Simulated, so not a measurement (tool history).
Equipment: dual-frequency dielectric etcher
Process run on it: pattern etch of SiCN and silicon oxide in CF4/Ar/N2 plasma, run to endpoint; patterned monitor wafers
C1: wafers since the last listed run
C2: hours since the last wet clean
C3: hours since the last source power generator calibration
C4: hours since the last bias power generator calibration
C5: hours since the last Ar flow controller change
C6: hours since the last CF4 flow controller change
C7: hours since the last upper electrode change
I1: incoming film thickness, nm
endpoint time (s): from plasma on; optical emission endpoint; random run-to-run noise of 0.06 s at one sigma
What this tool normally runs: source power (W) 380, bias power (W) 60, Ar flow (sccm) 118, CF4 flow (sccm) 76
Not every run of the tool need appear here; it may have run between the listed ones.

{"run": 1, "hour": 0.0, "source power (W)": 380, "bias power (W)": 60, "Ar flow (sccm)": 118, "CF4 flow (sccm)": 76, "C1": 0, "C2": 247.8, "C3": 3870.1, "C4": 2705.1, "C5": 4282.0, "C6": 5914.2, "C7": 4019.6, "I1": 14.8, "endpoint time (s)": 19.8}
{"run": 2, "hour": 18.3, "source power (W)": 380, "bias power (W)": 60, "Ar flow (sccm)": 118, "CF4 flow (sccm)": 76, "C1": 273, "C2": 266.1, "C3": 3888.4, "C4": 2723.4, "C5": 4300.3, "C6": 5932.5, "C7": 4037.9, "I1": 14.79, "endpoint time (s)": 19.7}
{"run": 3, "hour": 34.7, "source power (W)": 380, "bias power (W)": 60, "Ar flow (sccm)": 118, "CF4 flow (sccm)": 76, "C1": 245, "C2": 282.5, "C3": 3904.8, "C4": 2739.8, "C5": 4316.7, "C6": 5948.9, "C7": 4054.3, "I1": 14.93, "endpoint time (s)": 19.9}
{"hour": 73.1, "done": "wet clean of the chamber"}
{"run": 4, "hour": 73.6, "source power (W)": 380, "bias power (W)": 60, "Ar flow (sccm)": 118, "CF4 flow (sccm)": 76, "C1": 222, "C2": 0.5, "C3": 3943.7, "C4": 2778.7, "C5": 4355.6, "C6": 5987.8, "C7": 4093.2, "I1": 14.83, "endpoint time (s)": 20.1}
{"run": 5, "hour": 88.1, "source power (W)": 380, "bias power (W)": 60, "Ar flow (sccm)": 118, "CF4 flow (sccm)": 76, "C1": 216, "C2": 15.0, "C3": 3958.2, "C4": 2793.2, "C5": 4370.1, "C6": 6002.3, "C7": 4107.7, "I1": 14.71, "endpoint time (s)": 20.1}
{"run": 6, "hour": 111.1, "source power (W)": 380, "bias power (W)": 60, "Ar flow (sccm)": 118, "CF4 flow (sccm)": 76, "C1": 343, "C2": 38.0, "C3": 3981.2, "C4": 2816.2, "C5": 4393.1, "C6": 6025.3, "C7": 4130.7, "I1": 14.85, "endpoint time (s)": 20.2}
{"run": 7, "hour": 135.8, "source power (W)": 380, "bias power (W)": 68, "Ar flow (sccm)": 118, "CF4 flow (sccm)": 76, "C1": 369, "C2": 62.7, "C3": 4005.9, "C4": 2840.9, "C5": 4417.8, "C6": 6050.0, "C7": 4155.4, "I1": 14.73, "endpoint time (s)": 19.4}
{"run": 8, "hour": 170.5, "source power (W)": 380, "bias power (W)": 60, "Ar flow (sccm)": 118, "CF4 flow (sccm)": 76, "C1": 518, "C2": 97.4, "C3": 4040.6, "C4": 2875.6, "C5": 4452.5, "C6": 6084.7, "C7": 4190.1, "I1": 14.73, "endpoint time (s)": 20.0}
{"run": 9, "hour": 185.5, "source power (W)": 380, "bias power (W)": 60, "Ar flow (sccm)": 118, "CF4 flow (sccm)": 76, "C1": 224, "C2": 112.4, "C3": 4055.6, "C4": 2890.6, "C5": 4467.5, "C6": 6099.7, "C7": 4205.1, "I1": 14.8, "endpoint time (s)": 20.0}
{"run": 10, "hour": 202.9, "source power (W)": 440, "bias power (W)": 54, "Ar flow (sccm)": 118, "CF4 flow (sccm)": 76, "C1": 259, "C2": 129.8, "C3": 4073.0, "C4": 2908.0, "C5": 4484.9, "C6": 6117.1, "C7": 4222.5, "I1": 14.79, "endpoint time (s)": 17.9}
{"hour": 241.7, "done": "upper electrode replaced"}
{"run": 11, "hour": 255.3, "source power (W)": 380, "bias power (W)": 72, "Ar flow (sccm)": 118, "CF4 flow (sccm)": 91, "C1": 424, "C2": 182.2, "C3": 4125.4, "C4": 2960.4, "C5": 4537.3, "C6": 6169.5, "C7": 13.6, "I1": 14.87, "endpoint time (s)": 18.4}
{"run": 12, "hour": 278.3, "source power (W)": 380, "bias power (W)": 52, "Ar flow (sccm)": 118, "CF4 flow (sccm)": 85, "C1": 343, "C2": 205.2, "C3": 4148.4, "C4": 2983.4, "C5": 4560.3, "C6": 6192.5, "C7": 36.6, "I1": 14.81, "endpoint time (s)": 20.3}
{"run": 13, "hour": 293.0, "source power (W)": 380, "bias power (W)": 60, "Ar flow (sccm)": 118, "CF4 flow (sccm)": 76, "C1": 219, "C2": 219.9, "C3": 4163.1, "C4": 2998.1, "C5": 4575.0, "C6": 6207.2, "C7": 51.3, "I1": 14.69, "endpoint time (s)": 19.7}
{"hour": 306.0, "done": "bias power generator calibrated"}
{"hour": 306.3, "done": "source power generator calibrated"}
{"run": 14, "hour": 311.9, "source power (W)": 380, "bias power (W)": 60, "Ar flow (sccm)": 118, "CF4 flow (sccm)": 65, "C1": 218, "C2": 238.8, "C3": 5.6, "C4": 5.9, "C5": 4593.9, "C6": 6226.1, "C7": 70.2, "I1": 14.87, "endpoint time (s)": 20.5}
{"hour": 321.0, "done": "Ar flow controller replaced"}
{"hour": 331.4, "done": "CF4 flow controller replaced"}
{"run": 15, "hour": 339.1, "source power (W)": 380, "bias power (W)": 60, "Ar flow (sccm)": 118, "CF4 flow (sccm)": 76, "C1": 227, "C2": 266.0, "C3": 32.8, "C4": 33.1, "C5": 18.1, "C6": 7.7, "C7": 97.4, "I1": 14.87, "endpoint time (s)": 19.9}
{"run": 16, "hour": 363.1, "source power (W)": 380, "bias power (W)": 71, "Ar flow (sccm)": 109, "CF4 flow (sccm)": 61, "C1": 358, "C2": 290.0, "C3": 56.8, "C4": 57.1, "C5": 42.1, "C6": 31.7, "C7": 121.4, "I1": 14.8, "endpoint time (s)": 19.3}
{"run": 17, "hour": 377.4, "source power (W)": 380, "bias power (W)": 45, "Ar flow (sccm)": 118, "CF4 flow (sccm)": 76, "C1": 213, "C2": 304.3, "C3": 71.1, "C4": 71.4, "C5": 56.4, "C6": 46.0, "C7": 135.7, "I1": 14.85, "endpoint time (s)": 21.5}
{"hour": 412.3, "done": "wet clean of the chamber"}
{"run": 18, "hour": 412.8, "source power (W)": 320, "bias power (W)": 60, "Ar flow (sccm)": 118, "CF4 flow (sccm)": 76, "C1": 170, "C2": 0.5, "C3": 106.5, "C4": 106.8, "C5": 91.8, "C6": 81.4, "C7": 171.1, "I1": 14.81, "endpoint time (s)": 23.8}
{"run": 19, "hour": 424.7, "source power (W)": 380, "bias power (W)": 60, "Ar flow (sccm)": 118, "CF4 flow (sccm)": 76, "C1": 177, "C2": 12.4, "C3": 118.4, "C4": 118.7, "C5": 103.7, "C6": 93.3, "C7": 183.0, "I1": 14.7, "endpoint time (s)": 20.0}
{"run": 20, "hour": 445.6, "source power (W)": 440, "bias power (W)": 68, "Ar flow (sccm)": 89, "CF4 flow (sccm)": 66, "C1": 312, "C2": 33.3, "C3": 139.3, "C4": 139.6, "C5": 124.6, "C6": 114.2, "C7": 203.9, "I1": 14.79, "endpoint time (s)": 16.5}
{"run": 21, "hour": 461.6, "source power (W)": 470, "bias power (W)": 69, "Ar flow (sccm)": 118, "CF4 flow (sccm)": 58, "C1": 239, "C2": 49.3, "C3": 155.3, "C4": 155.6, "C5": 140.6, "C6": 130.2, "C7": 219.9, "I1": 14.74, "endpoint time (s)": 16.5}
{"run": 22, "hour": 484.3, "source power (W)": 300, "bias power (W)": 72, "Ar flow (sccm)": 103, "CF4 flow (sccm)": 65, "C1": 339, "C2": 72.0, "C3": 178.0, "C4": 178.3, "C5": 163.3, "C6": 152.9, "C7": 242.6, "I1": 14.71, "endpoint time (s)": 23.7}
{"run": 23, "hour": 503.0, "source power (W)": 440, "bias power (W)": 48, "Ar flow (sccm)": 142, "CF4 flow (sccm)": 94, "C1": 279, "C2": 90.7, "C3": 196.7, "C4": 197.0, "C5": 182.0, "C6": 171.6, "C7": 261.3, "I1": 14.68, "endpoint time (s)": 18.2}
{"run": 24, "hour": 526.7, "source power (W)": 380, "bias power (W)": 60, "Ar flow (sccm)": 109, "CF4 flow (sccm)": 59, "C1": 354, "C2": 114.4, "C3": 220.4, "C4": 220.7, "C5": 205.7, "C6": 195.3, "C7": 285.0, "I1": 14.92, "endpoint time (s)": 20.7}
{"run": 25, "hour": 544.1, "source power (W)": 460, "bias power (W)": 75, "Ar flow (sccm)": 102, "CF4 flow (sccm)": 76, "C1": 259, "C2": 131.8, "C3": 237.8, "C4": 238.1, "C5": 223.1, "C6": 212.7, "C7": 302.4, "I1": 14.89, "endpoint time (s)": 15.3}

Run-by-run hidden state of the tool:
source power that arrives over what is set, %: 0 across all the runs
bias power that arrives over what is set, %: 0 across all the runs
Ar flow that arrives over what is set, %: 0 across all the runs
CF4 flow that arrives over what is set, %: 0 across all the runs
H1: etch rate over this chamber's usual, %
run=1 H1=1.76
run=2 H1=1.88
run=3 H1=1.98
run=4 H1=-0.153
run=5 H1=-0.0592
run=6 H1=0.0894
run=7 H1=0.249
run=8 H1=0.473
run=9 H1=0.57
run=10 H1=0.683
run=11 H1=1.02
run=12 H1=1.17
run=13 H1=1.27
run=14 H1=1.39
run=15 H1=1.56
run=16 H1=1.72
run=17 H1=1.81
run=18 H1=-0.0243
run=19 H1=0.0527
run=20 H1=0.188
run=21 H1=0.291
run=22 H1=0.438
run=23 H1=0.559
run=24 H1=0.712
run=25 H1=0.824
